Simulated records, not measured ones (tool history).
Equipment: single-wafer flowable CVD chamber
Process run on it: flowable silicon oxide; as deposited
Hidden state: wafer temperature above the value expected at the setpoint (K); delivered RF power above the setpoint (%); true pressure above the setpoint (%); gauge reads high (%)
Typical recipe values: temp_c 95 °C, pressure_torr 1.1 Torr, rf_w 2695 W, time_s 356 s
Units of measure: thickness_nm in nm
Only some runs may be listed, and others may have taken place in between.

run   hour  temp_c  pressure_torr  rf_w  time_s  wafers since the last listed run  hours since the last thermocouple change  hours since the last RF generator calibration  hours since the last manometer calibration  hours since the showerhead was replaced  hours since the gauge calibration  read-back reference wafer on the same gauge, thickness_nm  thickness_nm
  1      0      95           1.22  2695     356                                 0                                    1333.9                                         1495.1                                      2796.6                                     3542                               38.1                                                    463.219       484.992
  2   13.3      95           1.22  2695     356                                52                                    1347.2                                         1508.4                                      2809.9                                   3555.3                               51.4                                                     463.13       483.444
  3     30      95            1.1  2695     356                                65                                    1363.9                                         1525.1                                      2826.6                                     3572                               68.1                                                    462.906       441.511
  4   36.4      87            1.1  2695     356                                25                                    1370.3                                         1531.5                                        2833                                   3578.4                               74.5                                                    462.912       557.396
  5   51.2      87            1.1  2695     356                                58                                    1385.1                                         1546.3                                      2847.8                                   3593.2                               89.3                                                    462.768       552.558
  6   66.2      95            1.1  2695     356                                59                                    1400.1                                         1561.3                                      2862.8                                   3608.2                              104.3                                                    463.082       440.569
      74.5  -- capacitance manometer re-zeroed and calibrated
  7   81.9      95            1.1  2695     356                                30                                    1415.8                                           1577                                         7.4                                   3623.9                                120                                                    463.409         436.4
  8   90.3      95            1.1  2430     356                                33                                    1424.2                                         1585.4                                        15.8                                   3632.3                              128.4                                                    462.704         426.8
  9  102.4      95            1.1  2430     356                                47                                    1436.3                                         1597.5                                        27.9                                   3644.4                              140.5                                                     462.88       427.833
 10  116.9      95           0.94  2695     356                                57                                    1450.8                                           1612                                        42.4                                   3658.9                                155                                                    463.187       371.051
     119.7  -- gauge calibrated
 11  130.6      95           0.95  2695     356                                53                                    1464.5                                         1625.7                                        56.1                                   3672.6                               10.9                                                    463.049        374.02
     147.1  -- showerhead replaced
     151.3  -- RF generator calibrated
 12  151.8      95            1.1  2695     356                                35                                    1485.7                                            0.5                                        77.3                                      4.7                               32.1                                                    462.905       438.864
 13  154.7      88           1.28  2555     326                                11                                    1488.6                                            3.4                                        80.2                                      7.6                                 35                                                    463.391       568.679
     168.2  -- thermocouple changed; heater temperature recalibrated
 14  168.7      95           0.87  2695     356                                23                                       0.5                                           17.4                                        94.2                                     21.6                                 49                                                    462.807       340.567
 15  178.8      95            1.1  2430     356                                39                                      10.6                                           27.5                                       104.3                                     31.7                               59.1                                                    463.078       425.634
 16  196.7      95            1.1  2695     319                                70                                      28.5                                           45.4                                       122.2                                     49.6                                 77                                                     462.53       393.291
 17    208      95            1.1  2695     414                                44                                      39.8                                           56.7                                       133.5                                     60.9                               88.3                                                    463.429       512.014
 18    214      95           0.98  3130     316                                23                                      45.8                                           62.7                                       139.5                                     66.9                               94.3                                                    462.878       352.002
 19  226.6     107            1.1  2695     356                                49                                      58.4                                           75.3                                       152.1                                     79.5                              106.9                                                    463.913       304.934

Consider 4 possible next runs. They are alternatives, not a sequence: every one starts from the tool as it was left by run 19. What does each give?
  A  227.1      95           0.88  2695     356                                 1                                      58.9                                           75.8                                       152.6                                       80                              107.4                                                          ?             ?
  B  227.1     109           1.18  2695     426                                 1                                      58.9                                           75.8                                       152.6                                       80                              107.4                                                          ?             ?
  C  227.1      82            1.1  2695     332                                 1                                      58.9                                           75.8                                       152.6                                       80                              107.4                                                          ?             ?
  D  227.1      95           1.24  2695     416                                 1                                      58.9                                           75.8                                       152.6                                       80                              107.4                                                          ?             ?

run  read-back reference wafer on the same gauge, thickness_nm  thickness_nm
  A                                                    463.395       346.442
  B                                                    463.395       368.097
  C                                                    463.395       592.972
  D                                                    463.395       577.795
With the hidden condition removed and each run's random variation left untouched, the same runs would have given:
run  thickness_nm
  A       346.442
  B       368.097
  C       592.972
  D       577.795

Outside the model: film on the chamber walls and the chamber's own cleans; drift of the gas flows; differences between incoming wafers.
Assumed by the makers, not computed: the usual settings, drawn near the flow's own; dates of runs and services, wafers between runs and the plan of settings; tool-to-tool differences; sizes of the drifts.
